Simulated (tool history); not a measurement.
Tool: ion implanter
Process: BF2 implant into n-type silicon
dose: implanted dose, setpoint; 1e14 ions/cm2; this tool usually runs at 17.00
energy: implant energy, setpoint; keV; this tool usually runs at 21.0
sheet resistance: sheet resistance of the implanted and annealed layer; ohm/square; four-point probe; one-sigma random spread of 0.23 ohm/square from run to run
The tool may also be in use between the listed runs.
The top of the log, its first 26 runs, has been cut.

run,hour,dose,energy,wafers since the last listed run,hours since the last dose calibration,hours since the extraction supply was calibrated,hours since the gauge calibration,"read-back reference wafer on the same gauge, sheet resistance",sheet resistance
27,652.1,17.00,18.0,690,260.5,322.7,544.5,156.00,159.32
28,686.6,12.14,23.5,778,295.0,357.2,579.0,155.97,155.59
# hour 686.7: gauge calibrated
29,722.2,19.49,27.5,803,330.6,392.8,35.5,156.01,130.93
30,749.2,21.72,21.0,609,357.6,419.8,62.5,155.99,146.28
31,783.4,21.23,27.5,772,391.8,454.0,96.7,156.07,130.12
32,800.6,17.00,21.0,388,409.0,471.2,113.9,155.97,150.44
33,849.4,19.49,27.5,1101,457.8,520.0,162.7,155.93,131.26
34,877.9,21.94,23.0,643,486.3,548.5,191.2,155.98,140.92
35,896.2,21.60,17.5,413,504.6,566.8,209.5,155.94,157.86

Forecast each of these 4 alternatives for the next run:
A,896.6,17.00,23.5,9,505.0,567.2,209.9,?,?
B,896.6,21.79,16.0,9,505.0,567.2,209.9,?,?
C,896.6,14.75,21.0,9,505.0,567.2,209.9,?,?
D,896.6,11.96,27.0,9,505.0,567.2,209.9,?,?

run,"read-back reference wafer on the same gauge, sheet resistance",sheet resistance
A,156.10,143.25
B,156.10,163.29
C,156.10,154.03
D,156.10,148.14
With no hidden state in the tool, these same runs would have given:
run,sheet resistance
A,143.14
B,163.23
C,153.86
D,147.84
